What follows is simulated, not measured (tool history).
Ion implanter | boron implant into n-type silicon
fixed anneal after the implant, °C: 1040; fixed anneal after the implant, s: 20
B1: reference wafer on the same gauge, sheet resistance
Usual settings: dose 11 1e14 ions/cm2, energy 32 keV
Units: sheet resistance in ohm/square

{"run": 1, "hour": 0.0, "dose": 11, "energy": 32, "B1": 73.33, "sheet resistance": 90.61}
{"run": 2, "hour": 86.0, "dose": 11, "energy": 32, "B1": 73.26, "sheet resistance": 91.17}
{"run": 3, "hour": 162.8, "dose": 11, "energy": 32, "B1": 73.29, "sheet resistance": 90.54}
{"run": 4, "hour": 269.2, "dose": 11, "energy": 32, "B1": 73.3, "sheet resistance": 90.43}
{"run": 5, "hour": 363.8, "dose": 10.1, "energy": 32, "B1": 73.31, "sheet resistance": 97.95}
{"run": 6, "hour": 425.9, "dose": 11, "energy": 38, "B1": 73.43, "sheet resistance": 90.15}
{"hour": 530.5, "done": "Faraday cup replaced and dose calibrated"}
{"run": 7, "hour": 531.2, "dose": 11, "energy": 40.5, "B1": 73.21, "sheet resistance": 89.38}
{"run": 8, "hour": 614.3, "dose": 11, "energy": 40.5, "B1": 73.29, "sheet resistance": 89.13}
{"run": 9, "hour": 700.5, "dose": 11, "energy": 40.5, "B1": 73.18, "sheet resistance": 89.65}
{"hour": 732.6, "done": "extraction supply calibrated"}
{"run": 10, "hour": 755.4, "dose": 12.64, "energy": 32, "B1": 73.38, "sheet resistance": 81.04}
{"run": 11, "hour": 842.8, "dose": 12.64, "energy": 32, "B1": 73.36, "sheet resistance": 80.45}
{"run": 12, "hour": 899.8, "dose": 12.64, "energy": 32, "B1": 73.35, "sheet resistance": 80.08}
{"run": 13, "hour": 952.9, "dose": 9.64, "energy": 32, "B1": 73.34, "sheet resistance": 102.18}
{"run": 14, "hour": 1001.9, "dose": 9.64, "energy": 32, "B1": 73.3, "sheet resistance": 101.23}
{"run": 15, "hour": 1085.2, "dose": 9.64, "energy": 32, "B1": 73.26, "sheet resistance": 101.54}
{"run": 16, "hour": 1169.3, "dose": 11, "energy": 32, "B1": 73.32, "sheet resistance": 90.63}
{"run": 17, "hour": 1274.3, "dose": 12, "energy": 37.5, "B1": 73.33, "sheet resistance": 83.54}
{"run": 18, "hour": 1315.7, "dose": 11, "energy": 32, "B1": 73.38, "sheet resistance": 90.26}
{"hour": 1345.6, "done": "Faraday cup replaced and dose calibrated"}
{"run": 19, "hour": 1416.3, "dose": 8.18, "energy": 42, "B1": 73.47, "sheet resistance": 113.51}
{"run": 20, "hour": 1507.0, "dose": 11, "energy": 32, "B1": 73.27, "sheet resistance": 90.74}
{"run": 21, "hour": 1588.3, "dose": 11, "energy": 32, "B1": 73.27, "sheet resistance": 91.1}
{"run": 22, "hour": 1660.8, "dose": 7.98, "energy": 32, "B1": 73.35, "sheet resistance": 119.45}
{"run": 23, "hour": 1726.3, "dose": 9.2, "energy": 28.5, "B1": 73.27, "sheet resistance": 106.66}
{"hour": 1773.0, "done": "gauge calibrated"}
{"run": 24, "hour": 1833.4, "dose": 11, "energy": 32, "B1": 73.41, "sheet resistance": 90.11}
{"run": 25, "hour": 1919.9, "dose": 13.18, "energy": 38.5, "B1": 73.4, "sheet resistance": 76.43}
{"hour": 1997.1, "done": "Faraday cup replaced and dose calibrated"}
{"run": 26, "hour": 1997.6, "dose": 8.87, "energy": 43, "B1": 73.24, "sheet resistance": 106.18}
{"run": 27, "hour": 2093.4, "dose": 11, "energy": 32, "B1": 73.46, "sheet resistance": 91.5}
{"run": 28, "hour": 2137.9, "dose": 12.05, "energy": 39, "B1": 73.3, "sheet resistance": 83.48}
{"run": 29, "hour": 2317.4, "dose": 7.94, "energy": 22.5, "B1": 73.17, "sheet resistance": 122.68}
{"run": 30, "hour": 2414.9, "dose": 8.76, "energy": 24.5, "B1": 73.25, "sheet resistance": 112.12}
{"run": 31, "hour": 2479.4, "dose": 11, "energy": 32, "B1": 73.34, "sheet resistance": 91.47}
{"run": 32, "hour": 2517.8, "dose": 11, "energy": 22, "B1": 73.41, "sheet resistance": 93.87}
{"hour": 2539.9, "done": "extraction supply calibrated"}
{"run": 33, "hour": 2594.9, "dose": 13.89, "energy": 32, "B1": 73.35, "sheet resistance": 74.64}
{"run": 34, "hour": 2643.0, "dose": 9.2, "energy": 41, "B1": 73.21, "sheet resistance": 102.62}
{"run": 35, "hour": 2703.6, "dose": 11, "energy": 32, "B1": 73.22, "sheet resistance": 90.43}
{"run": 36, "hour": 2746.1, "dose": 12.01, "energy": 36.5, "B1": 73.37, "sheet resistance": 83.82}
{"hour": 2827.2, "done": "Faraday cup replaced and dose calibrated"}
{"run": 37, "hour": 2851.0, "dose": 13.42, "energy": 36, "B1": 73.29, "sheet resistance": 76.36}
{"run": 38, "hour": 2973.7, "dose": 11, "energy": 32, "B1": 73.28, "sheet resistance": 90.58}

The tool's hidden state at each run:
deviation of the true dose from the Faraday cup's reading, %: 0 in every run
deviation of the true energy from its setpoint, %: 0 in every run
gauge reads high (%): 0 in every run
